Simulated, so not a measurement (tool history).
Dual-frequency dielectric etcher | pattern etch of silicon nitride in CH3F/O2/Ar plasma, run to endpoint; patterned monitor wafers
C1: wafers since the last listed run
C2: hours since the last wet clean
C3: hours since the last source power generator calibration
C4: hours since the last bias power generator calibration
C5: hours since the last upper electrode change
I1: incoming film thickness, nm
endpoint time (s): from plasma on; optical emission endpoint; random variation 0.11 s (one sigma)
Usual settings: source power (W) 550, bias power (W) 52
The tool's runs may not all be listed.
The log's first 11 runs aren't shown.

Run 12, hour 842.9: usual settings but source power (W) 620, bias power (W) 58; C1 707; C2 466.8; C3 566.3; C4 3693.0; C5 2135.5; I1 25.85. Result: endpoint time (s) 33.1.
Run 13, hour 909.6: usual settings but source power (W) 480, bias power (W) 46; C1 628; C2 533.5; C3 633.0; C4 3759.7; C5 2202.2; I1 25.99. Result: endpoint time (s) 39.0.
Run 14, hour 976.0: usual settings; C1 625; C2 599.9; C3 699.4; C4 3826.1; C5 2268.6; I1 25.70. Result: endpoint time (s) 35.3.
At hour 1022.9: wet clean of the chamber.
Run 15, hour 1038.0: usual settings but bias power (W) 44; C1 357; C2 15.1; C3 761.4; C4 3888.1; C5 2330.6; I1 25.73. Result: endpoint time (s) 38.3.
Run 16, hour 1133.7: usual settings but source power (W) 630, bias power (W) 47; C1 901; C2 110.8; C3 857.1; C4 3983.8; C5 2426.3; I1 25.55. Result: endpoint time (s) 35.1.
Run 17, hour 1176.0: usual settings but source power (W) 450; C1 398; C2 153.1; C3 899.4; C4 4026.1; C5 2468.6; I1 25.83. Result: endpoint time (s) 39.6.
Run 18, hour 1282.7: usual settings but source power (W) 630, bias power (W) 59; C1 1004; C2 259.8; C3 1006.1; C4 4132.8; C5 2575.3; I1 25.69. Result: endpoint time (s) 32.9.
Run 19, hour 1347.7: usual settings; C1 612; C2 324.8; C3 1071.1; C4 4197.8; C5 2640.3; I1 25.84. Result: endpoint time (s) 35.9.
Run 20, hour 1419.4: usual settings but source power (W) 620, bias power (W) 65; C1 675; C2 396.5; C3 1142.8; C4 4269.5; C5 2712.0; I1 25.70. Result: endpoint time (s) 32.1.
At hour 1485.1: bias power generator calibrated.
Run 21, hour 1515.2: usual settings but source power (W) 660; C1 864; C2 492.3; C3 1238.6; C4 30.1; C5 2807.8; I1 25.65. Result: endpoint time (s) 33.6.
At hour 1605.2: wet clean of the chamber.
Run 22, hour 1605.7: usual settings but source power (W) 610, bias power (W) 46; C1 626; C2 0.5; C3 1329.1; C4 120.6; C5 2898.3; I1 25.80. Result: endpoint time (s) 36.6.
Run 23, hour 1631.2: usual settings but source power (W) 460, bias power (W) 58; C1 240; C2 26.0; C3 1354.6; C4 146.1; C5 2923.8; I1 25.62. Result: endpoint time (s) 38.3.
At hour 1686.3: upper electrode replaced.
Run 24, hour 1712.7: usual settings but source power (W) 630, bias power (W) 62; C1 541; C2 107.5; C3 1436.1; C4 227.6; C5 26.4; I1 25.66. Result: endpoint time (s) 33.1.
Run 25, hour 1775.9: usual settings; C1 595; C2 170.7; C3 1499.3; C4 290.8; C5 89.6; I1 25.68. Result: endpoint time (s) 36.5.
Run 26, hour 1834.5: usual settings but source power (W) 600; C1 551; C2 229.3; C3 1557.9; C4 349.4; C5 148.2; I1 25.68. Result: endpoint time (s) 35.0.
Run 27, hour 1924.8: usual settings; C1 850; C2 319.6; C3 1648.2; C4 439.7; C5 238.5; I1 25.91. Result: endpoint time (s) 36.5.
Run 28, hour 1976.0: usual settings; C1 482; C2 370.8; C3 1699.4; C4 490.9; C5 289.7; I1 25.65. Result: endpoint time (s) 35.9.
Run 29, hour 2057.9: usual settings; C1 771; C2 452.7; C3 1781.3; C4 572.8; C5 371.6; I1 25.81. Result: endpoint time (s) 36.2.
Run 30, hour 2151.8: usual settings; C1 884; C2 546.6; C3 1875.2; C4 666.7; C5 465.5; I1 25.78. Result: endpoint time (s) 35.8.
Run 31, hour 2214.8: usual settings but source power (W) 460; C1 593; C2 609.6; C3 1938.2; C4 729.7; C5 528.5; I1 25.56. Result: endpoint time (s) 37.9.
Run 32, hour 2275.3: usual settings but source power (W) 500, bias power (W) 60; C1 569; C2 670.1; C3 1998.7; C4 790.2; C5 589.0; I1 25.63. Result: endpoint time (s) 35.3.
At hour 2348.6: wet clean of the chamber.
Run 33, hour 2373.5: usual settings but source power (W) 660, bias power (W) 41; C1 698; C2 24.9; C3 2096.9; C4 888.4; C5 687.2; I1 25.50. Result: endpoint time (s) 36.1.
Run 34, hour 2466.0: usual settings but source power (W) 500, bias power (W) 56; C1 871; C2 117.4; C3 2189.4; C4 980.9; C5 779.7; I1 25.45. Result: endpoint time (s) 36.8.
Run 35, hour 2550.6: usual settings but source power (W) 620, bias power (W) 61; C1 796; C2 202.0; C3 2274.0; C4 1065.5; C5 864.3; I1 25.48. Result: endpoint time (s) 32.9.

4 ways to go on from here, each from the tool as it stands after run 35. What would each give?
Run A, hour 2551.0: usual settings; C1 3; C2 202.4; C3 2274.4; C4 1065.9; C5 864.7; I1 26.06. Result: endpoint time (s) ?.
Run B, hour 2551.0: usual settings but source power (W) 420, bias power (W) 58; C1 3; C2 202.4; C3 2274.4; C4 1065.9; C5 864.7; I1 26.06. Result: endpoint time (s) ?.
Run C, hour 2551.0: usual settings but source power (W) 430; C1 3; C2 202.4; C3 2274.4; C4 1065.9; C5 864.7; I1 26.06. Result: endpoint time (s) ?.
Run D, hour 2551.0: usual settings but source power (W) 490; C1 3; C2 202.4; C3 2274.4; C4 1065.9; C5 864.7; I1 26.06. Result: endpoint time (s) ?.

run  endpoint time (s)
  A               36.7
  B               39.7
  C               40.5
  D               38.4
Without the tool's hidden state the same runs would have given:
run  endpoint time (s)
  A               37.1
  B               40.1
  C               40.9
  D               38.8
